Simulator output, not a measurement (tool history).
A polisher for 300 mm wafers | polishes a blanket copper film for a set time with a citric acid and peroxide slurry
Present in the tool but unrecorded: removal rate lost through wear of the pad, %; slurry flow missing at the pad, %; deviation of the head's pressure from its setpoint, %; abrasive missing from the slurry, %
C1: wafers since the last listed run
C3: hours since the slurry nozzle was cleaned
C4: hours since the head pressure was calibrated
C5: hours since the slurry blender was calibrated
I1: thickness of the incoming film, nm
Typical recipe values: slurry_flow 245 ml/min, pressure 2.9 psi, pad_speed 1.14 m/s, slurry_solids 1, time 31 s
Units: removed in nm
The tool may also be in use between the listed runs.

{"run": 1, "day": 0.0, "slurry_flow": 245, "pressure": 2.9, "pad_speed": 1.14, "slurry_solids": 1, "time": 31, "C1": 0, "wafers polished on this pad": 1159, "C3": 194.7, "C4": 20.6, "C5": 164, "I1": 719, "removed": 83}
{"run": 2, "day": 1.304, "slurry_flow": 245, "pressure": 2.9, "pad_speed": 1.14, "slurry_solids": 1, "time": 31, "C1": 318, "wafers polished on this pad": 1477, "C3": 226, "C4": 51.9, "C5": 195.3, "I1": 730.9, "removed": 81}
{"run": 3, "day": 3.525, "slurry_flow": 245, "pressure": 2.9, "pad_speed": 1.14, "slurry_solids": 1, "time": 31, "C1": 542, "wafers polished on this pad": 2020, "C3": 279.3, "C4": 105.2, "C5": 248.6, "I1": 722.9, "removed": 82}
{"day": 4.371, "done": "slurry blender recalibrated"}
{"run": 4, "day": 4.617, "slurry_flow": 245, "pressure": 2.9, "pad_speed": 1.14, "slurry_solids": 1, "time": 25, "C1": 246, "wafers polished on this pad": 2266, "C3": 305.5, "C4": 131.4, "C5": 5.9, "I1": 716.3, "removed": 66}
{"run": 5, "day": 6.633, "slurry_flow": 245, "pressure": 2.9, "pad_speed": 1.14, "slurry_solids": 1, "time": 25, "C1": 492, "wafers polished on this pad": 2758, "C3": 353.9, "C4": 179.8, "C5": 54.3, "I1": 713.5, "removed": 65.5}
{"run": 6, "day": 8.021, "slurry_flow": 245, "pressure": 2.6, "pad_speed": 1.14, "slurry_solids": 1, "time": 31, "C1": 338, "wafers polished on this pad": 3097, "C3": 387.2, "C4": 213.1, "C5": 87.6, "I1": 714.3, "removed": 72.2}
{"day": 8.383, "done": "worn pad replaced by a new one"}
{"run": 7, "day": 10.579, "slurry_flow": 245, "pressure": 2.9, "pad_speed": 1.3, "slurry_solids": 1, "time": 31, "C1": 583, "wafers polished on this pad": 535, "C3": 448.6, "C4": 274.5, "C5": 149, "I1": 718.5, "removed": 90.5}
{"run": 8, "day": 11.988, "slurry_flow": 245, "pressure": 2.9, "pad_speed": 1.3, "slurry_solids": 1, "time": 31, "C1": 343, "wafers polished on this pad": 879, "C3": 482.4, "C4": 308.3, "C5": 182.8, "I1": 721.2, "removed": 90}
{"run": 9, "day": 14.788, "slurry_flow": 245, "pressure": 2.9, "pad_speed": 1.14, "slurry_solids": 1, "time": 31, "C1": 683, "wafers polished on this pad": 1563, "C3": 549.6, "C4": 375.5, "C5": 250, "I1": 717.4, "removed": 79.5}
{"day": 15.0, "done": "slurry nozzle cleaned"}
{"day": 16.125, "done": "slurry blender recalibrated"}
{"run": 10, "day": 16.75, "slurry_flow": 245, "pressure": 2.9, "pad_speed": 1.14, "slurry_solids": 1, "time": 31, "C1": 448, "wafers polished on this pad": 2012, "C3": 42, "C4": 422.6, "C5": 15, "I1": 715.1, "removed": 78.8}
{"day": 18.892, "done": "worn pad replaced by a new one"}
{"run": 11, "day": 19.383, "slurry_flow": 245, "pressure": 2.9, "pad_speed": 1.14, "slurry_solids": 1, "time": 31, "C1": 602, "wafers polished on this pad": 120, "C3": 105.2, "C4": 485.8, "C5": 78.2, "I1": 732.3, "removed": 79.6}
{"run": 12, "day": 21.496, "slurry_flow": 245, "pressure": 2.9, "pad_speed": 1.14, "slurry_solids": 1, "time": 31, "C1": 515, "wafers polished on this pad": 636, "C3": 155.9, "C4": 536.5, "C5": 128.9, "I1": 716.8, "removed": 78.8}
{"run": 13, "day": 28.421, "slurry_flow": 245, "pressure": 2.9, "pad_speed": 1.14, "slurry_solids": 1, "time": 31, "C1": 1690, "wafers polished on this pad": 2326, "C3": 322.1, "C4": 702.7, "C5": 295.1, "I1": 726.4, "removed": 76.7}
{"day": 28.621, "done": "slurry blender recalibrated"}
{"run": 14, "day": 30.533, "slurry_flow": 245, "pressure": 2.9, "pad_speed": 1.14, "slurry_solids": 1, "time": 31, "C1": 495, "wafers polished on this pad": 2822, "C3": 372.8, "C4": 753.4, "C5": 45.9, "I1": 707.5, "removed": 76.6}
{"run": 15, "day": 32.183, "slurry_flow": 245, "pressure": 3.8, "pad_speed": 1.14, "slurry_solids": 1, "time": 31, "C1": 402, "wafers polished on this pad": 3225, "C3": 412.4, "C4": 793, "C5": 85.5, "I1": 719.9, "removed": 99}
{"day": 32.375, "done": "worn pad replaced by a new one"}
{"day": 33.2, "done": "head pressure recalibrated"}
{"run": 16, "day": 34.712, "slurry_flow": 245, "pressure": 2.2, "pad_speed": 1.14, "slurry_solids": 1, "time": 31, "C1": 556, "wafers polished on this pad": 550, "C3": 473.1, "C4": 36.3, "C5": 146.2, "I1": 720.7, "removed": 69.6}
{"run": 17, "day": 36.542, "slurry_flow": 165, "pressure": 2.5, "pad_speed": 1.14, "slurry_solids": 1, "time": 31, "C1": 446, "wafers polished on this pad": 996, "C3": 517, "C4": 80.2, "C5": 190.1, "I1": 729.5, "removed": 76.5}
{"run": 18, "day": 37.867, "slurry_flow": 245, "pressure": 3.4, "pad_speed": 1.14, "slurry_solids": 1, "time": 31, "C1": 323, "wafers polished on this pad": 1320, "C3": 548.8, "C4": 112, "C5": 221.9, "I1": 718.1, "removed": 105.1}
{"day": 38.925, "done": "slurry blender recalibrated"}
{"run": 19, "day": 40.721, "slurry_flow": 245, "pressure": 2.9, "pad_speed": 1.14, "slurry_solids": 1, "time": 31, "C1": 676, "wafers polished on this pad": 1997, "C3": 617.3, "C4": 180.5, "C5": 43.1, "I1": 721.6, "removed": 90.6}
{"day": 41.25, "done": "slurry nozzle cleaned"}
{"run": 20, "day": 41.954, "slurry_flow": 245, "pressure": 3.7, "pad_speed": 1.26, "slurry_solids": 1, "time": 31, "C1": 290, "wafers polished on this pad": 2287, "C3": 16.9, "C4": 210.1, "C5": 72.7, "I1": 719.6, "removed": 125.9}
{"run": 21, "day": 42.983, "slurry_flow": 245, "pressure": 2.9, "pad_speed": 1.14, "slurry_solids": 1, "time": 31, "C1": 251, "wafers polished on this pad": 2539, "C3": 41.6, "C4": 234.8, "C5": 97.4, "I1": 721.8, "removed": 88.5}
{"day": 43.096, "done": "head pressure recalibrated, repeated, since the last time left the tool worse"}
{"run": 22, "day": 44.538, "slurry_flow": 245, "pressure": 2.9, "pad_speed": 1.14, "slurry_solids": 1, "time": 31, "C1": 359, "wafers polished on this pad": 2898, "C3": 78.9, "C4": 34.6, "C5": 134.7, "I1": 728, "removed": 80.5}
{"day": 45.867, "done": "worn pad replaced by a new one"}
{"run": 23, "day": 45.888, "slurry_flow": 245, "pressure": 2.9, "pad_speed": 1.14, "slurry_solids": 1, "time": 31, "C1": 288, "wafers polished on this pad": 5, "C3": 111.3, "C4": 67, "C5": 167.1, "I1": 708.7, "removed": 80.7}
{"run": 24, "day": 47.562, "slurry_flow": 245, "pressure": 2.9, "pad_speed": 1.14, "slurry_solids": 1, "time": 31, "C1": 408, "wafers polished on this pad": 414, "C3": 151.5, "C4": 107.2, "C5": 207.3, "I1": 728.6, "removed": 80.1}
{"day": 52.425, "done": "slurry blender recalibrated"}
{"run": 25, "day": 54.708, "slurry_flow": 280, "pressure": 2.9, "pad_speed": 1.14, "slurry_solids": 1, "time": 31, "C1": 1724, "wafers polished on this pad": 2138, "C3": 323, "C4": 278.7, "C5": 54.8, "I1": 719.5, "removed": 79.6}
{"run": 26, "day": 56.271, "slurry_flow": 245, "pressure": 2.9, "pad_speed": 1.14, "slurry_solids": 1, "time": 31, "C1": 381, "wafers polished on this pad": 2520, "C3": 360.5, "C4": 316.2, "C5": 92.3, "I1": 708.4, "removed": 78.6}
{"day": 57.738, "done": "worn pad replaced by a new one"}
{"run": 27, "day": 58.208, "slurry_flow": 245, "pressure": 3.9, "pad_speed": 0.86, "slurry_solids": 1, "time": 39, "C1": 432, "wafers polished on this pad": 114, "C3": 407, "C4": 362.7, "C5": 138.8, "I1": 710.6, "removed": 100.1}
{"run": 28, "day": 59.912, "slurry_flow": 320, "pressure": 2.9, "pad_speed": 1.26, "slurry_solids": 1, "time": 31, "C1": 416, "wafers polished on this pad": 530, "C3": 447.9, "C4": 403.6, "C5": 179.7, "I1": 720, "removed": 87.9}

A few steps of removed between consecutive runs. Split each: what settings, incoming material and random variation would produce without the hidden state, and what is left over for the hidden state, along with gauge scatter present in only one of the two compared results (measured, and without hidden state):
Run 15 -> 16: pressure 3.8 -> 2.2, worn pad replaced by a new one, head pressure recalibrated. removed -29.4 nm: hidden state +13.4, all else -42.8.
Run 19 -> 20: pressure 2.9 -> 3.7, pad_speed 1.14 -> 1.26, slurry nozzle cleaned. removed +35.3 nm: hidden state +3.2, all else +32.1.
Run 20 -> 21: pressure 3.7 -> 2.9, pad_speed 1.26 -> 1.14. removed -37.4 nm: hidden state -3.7, all else -33.7.
Run 21 -> 22: head pressure recalibrated, repeated, since the last time left the tool worse. removed -8 nm: hidden state -8.9, all else +0.9.

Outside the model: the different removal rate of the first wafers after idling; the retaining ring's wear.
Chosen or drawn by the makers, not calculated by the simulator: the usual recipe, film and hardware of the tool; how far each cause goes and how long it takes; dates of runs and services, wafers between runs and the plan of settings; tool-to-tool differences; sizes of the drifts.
